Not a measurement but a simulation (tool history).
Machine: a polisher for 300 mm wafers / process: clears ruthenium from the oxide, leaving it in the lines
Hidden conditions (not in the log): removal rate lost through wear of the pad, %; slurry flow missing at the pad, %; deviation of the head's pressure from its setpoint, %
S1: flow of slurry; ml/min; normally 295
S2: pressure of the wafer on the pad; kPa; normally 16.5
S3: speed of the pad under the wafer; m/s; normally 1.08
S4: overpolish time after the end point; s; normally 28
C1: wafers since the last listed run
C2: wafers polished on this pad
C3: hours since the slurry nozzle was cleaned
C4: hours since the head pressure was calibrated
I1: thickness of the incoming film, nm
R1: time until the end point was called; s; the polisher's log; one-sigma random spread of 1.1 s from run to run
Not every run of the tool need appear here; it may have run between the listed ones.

run	day	S1	S2	S3	S4	C1	C2	C3	C4	I1	R1
1	0	365	16.5	1.08	28	0	4224	22.9	1144.7	112.3	92.6
2	1.958	365	16.5	1.08	28	421	4645	69.9	1191.7	109.9	91.2
3	4.658	270	16.5	1.08	28	580	5226	134.7	1256.5	108.4	91.1
4	8.983	270	16.5	1.08	28	930	6157	238.5	1360.3	111.9	94
# day 11.442: worn pad replaced by a new one
# day 12.625: head pressure recalibrated
5	13.088	295	16.5	1.22	28	829	336	337	11.1	109.3	82.5
6	15.762	295	16.5	1.08	28	575	912	401.2	75.3	111.1	95.3
7	19.129	295	16.5	1.08	28	724	1636	482	156.1	111.5	93.7
8	21.125	295	16.5	1.08	28	429	2065	529.9	204	109.4	91
9	24.171	295	16.5	1.08	20	655	2721	603	277.1	109.6	94.1
# day 25.025: slurry nozzle cleaned
10	26.883	330	16.5	1.08	28	574	3295	44.6	342.2	110.1	92.8
11	34.262	330	16.5	1.08	28	1587	4883	221.7	519.3	109.7	91.2
12	37.633	375	16.5	1.08	28	725	5608	302.6	600.2	108.4	90.2
13	40.196	375	16.5	1.08	28	551	6160	364.1	661.7	112.2	94.4
14	42.583	295	16.5	1.08	37	513	6673	421.4	719	111.9	96.7
# day 43.583: worn pad replaced by a new one
15	45.388	390	14.5	1.08	28	567	388	488.7	786.3	111	103.1
16	47.817	295	16.5	1.42	28	522	910	547	844.6	111.1	77.5
17	50.933	295	16.5	1.08	28	670	1581	621.8	919.4	110	92
# day 53.362: slurry nozzle cleaned
18	53.471	370	16.5	1.08	28	537	2118	2.6	980.3	109.2	91.3
19	57.288	295	16.5	1.08	28	821	2939	94.2	1071.9	110.2	94.6
20	61.292	400	11	1.08	12	861	3801	190.3	1168	110.1	135.6
21	63.975	295	18.6	1.08	35	577	4378	254.7	1232.4	108.9	82
22	66.675	390	14.5	1.08	28	580	4959	319.5	1297.2	111.2	104.3
23	70.221	295	18.6	1.08	28	762	5722	404.6	1382.3	110.2	82.1
# day 72.546: worn pad replaced by a new one
24	73.846	295	16.5	1.18	28	744	279	491.6	1469.3	111.1	90.3
25	75.383	295	16.5	1.08	38	330	610	528.5	1506.2	110.1	92.8
26	77.425	295	16.5	1.08	33	439	1049	577.5	1555.2	109.2	91
# day 78.471: head pressure recalibrated
# day 80.171: slurry nozzle cleaned
27	82.583	385	20.7	0.88	18	1082	2132	57.9	98.7	110	83.3
28	85.008	295	16.5	1.08	28	521	2654	116.1	156.9	109.2	91.7
29	86.958	380	13.1	1.2	28	419	3074	162.9	203.7	111	108.8
30	90.396	295	15.2	0.94	28	739	3813	245.4	286.2	111.2	112.1
31	93.896	365	14.5	1.08	28	753	4566	329.4	370.2	111	103.9
32	97.75	295	16.5	1.08	28	829	5396	421.9	462.7	109.4	91.5
33	99.746	295	19.3	0.78	28	429	5825	469.8	510.6	109.8	97.4
# day 102.871: worn pad replaced by a new one
34	104.008	360	16.5	1.08	28	881	244	572.1	612.9	110	91.2
35	107.917	255	19.3	0.92	23	840	1085	665.9	706.7	111.8	91.2
36	110.358	295	16.5	1.08	28	525	1610	724.5	765.3	108.7	90.9
# day 110.421: slurry nozzle cleaned
37	112.725	295	13.8	1.08	42	500	2111	55.3	822.1	108	108.8

What if the next run were any one of these 4? Each begins from the tool's condition after run 37:
A	112.746	295	16.5	1.08	34	4	2115	55.8	822.6	110.5	?
B	112.746	295	20.7	1.08	28	4	2115	55.8	822.6	110.5	?
C	112.746	230	12.4	1.24	43	4	2115	55.8	822.6	110.5	?
D	112.746	295	20	0.7	12	4	2115	55.8	822.6	110.5	?

run	R1
A	91
B	72.8
C	112.4
D	100.2
Without the tool's unlogged condition, the same runs would have read:
run	R1
A	91
B	72.8
C	112.4
D	100.2
